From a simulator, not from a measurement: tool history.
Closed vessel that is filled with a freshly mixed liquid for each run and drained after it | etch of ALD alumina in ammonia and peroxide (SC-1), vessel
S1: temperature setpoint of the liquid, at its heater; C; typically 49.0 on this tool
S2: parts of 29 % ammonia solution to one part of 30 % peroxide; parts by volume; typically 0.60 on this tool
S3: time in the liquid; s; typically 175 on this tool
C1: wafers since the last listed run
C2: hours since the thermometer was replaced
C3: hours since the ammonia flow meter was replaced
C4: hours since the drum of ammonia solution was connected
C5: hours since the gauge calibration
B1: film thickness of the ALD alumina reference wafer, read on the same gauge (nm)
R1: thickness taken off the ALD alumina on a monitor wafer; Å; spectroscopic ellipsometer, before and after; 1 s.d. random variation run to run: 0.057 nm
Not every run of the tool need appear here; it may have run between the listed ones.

run,day,S1,S2,S3,C1,C2,C3,C4,C5,B1,R1
1,0.000,49.0,0.60,175,0,1350.2,2025.4,23.7,693.2,59.99,119.1
2,0.921,49.0,0.60,175,1210,1372.3,2047.5,45.8,715.3,60.00,119.9
3,4.604,49.0,0.50,175,4841,1460.7,2135.9,134.2,803.7,60.01,118.7
4,5.617,49.0,0.50,175,1330,1485.0,2160.2,158.5,828.0,59.99,118.6
5,8.121,49.0,0.60,175,3291,1545.1,2220.3,218.6,888.1,60.01,121.1
# day 8.183: thermometer replaced
6,9.050,49.0,0.60,175,1166,20.8,2242.6,240.9,910.4,60.00,107.8
7,10.150,49.0,0.60,175,1445,47.2,2269.0,267.3,936.8,60.01,107.6
8,11.392,46.0,0.90,145,1631,77.0,2298.8,297.1,966.6,59.98,78.6
9,12.533,49.0,0.60,175,1500,104.4,2326.2,324.5,994.0,59.99,107.9
10,13.329,57.5,0.75,115,1045,123.5,2345.3,343.6,1013.1,60.02,114.6
11,14.008,49.0,0.40,220,892,139.8,2361.6,359.9,1029.4,60.00,131.9
12,15.046,57.5,0.60,240,1363,164.7,2386.5,384.8,1054.3,60.01,235.5
13,15.667,57.5,0.60,240,815,179.6,2401.4,399.7,1069.2,59.99,238.1
# day 16.371: gauge calibrated
14,17.133,49.0,0.40,175,1927,214.8,2436.6,434.9,18.3,60.01,104.7
# day 17.842: ammonia flow meter replaced
15,18.454,49.0,0.60,175,1681,246.5,14.7,466.6,50.0,59.98,110.8
16,19.142,49.0,0.70,175,903,263.0,31.2,483.1,66.5,60.02,111.2
17,19.796,49.0,0.60,175,859,278.7,46.9,498.8,82.2,59.98,108.8
18,21.196,53.0,0.70,215,1840,312.3,80.5,532.4,115.8,59.99,171.4
19,21.708,49.0,0.60,175,673,324.6,92.8,544.7,128.1,60.00,109.0
20,22.400,49.0,0.75,75,909,341.2,109.4,561.3,144.7,59.99,48.2
21,23.450,45.0,0.30,110,1380,366.4,134.6,586.5,169.9,60.01,51.8
22,24.829,53.0,0.75,260,1812,399.5,167.7,619.6,203.0,60.01,208.9
23,25.788,49.0,0.75,75,1259,422.5,190.7,642.6,226.0,60.02,48.3
24,26.496,42.0,0.60,115,930,439.5,207.7,659.6,243.0,59.99,49.2
25,27.342,44.5,0.85,225,1111,459.8,228.0,679.9,263.3,60.00,113.8
26,28.350,46.0,0.60,175,1325,484.0,252.2,704.1,287.5,60.02,93.8
27,28.954,55.5,0.45,175,794,498.5,266.7,718.6,302.0,60.00,153.8
28,30.233,49.0,0.60,175,1681,529.2,297.4,749.3,332.7,60.01,111.1

Some steps in R1, run to run, broken into two amounts with sign: the step expected even without the hidden condition (settings, incoming material, random variation), and the rest, left for the hidden condition together with whatever gauge scatter is not in both the measured and the hidden-condition-free result:
The hidden state here: liquid hotter than its thermometer reads (K); ammonia flow below the setpoint (%); ammonia solution weaker than its label (%); gauge reads high (%).
Run 5 -> 6: thermometer replaced. R1 -13.3 Å: hidden state -13.2, all else -0.1.
Run 21 -> 22: S1 45.0 -> 53.0, S2 0.30 -> 0.75, S3 110 -> 260. R1 +157.1 Å: hidden state +4.6, all else +152.5.
Run 22 -> 23: S1 53.0 -> 49.0, S3 260 -> 75. R1 -160.6 Å: hidden state -4.5, all else -156.1.
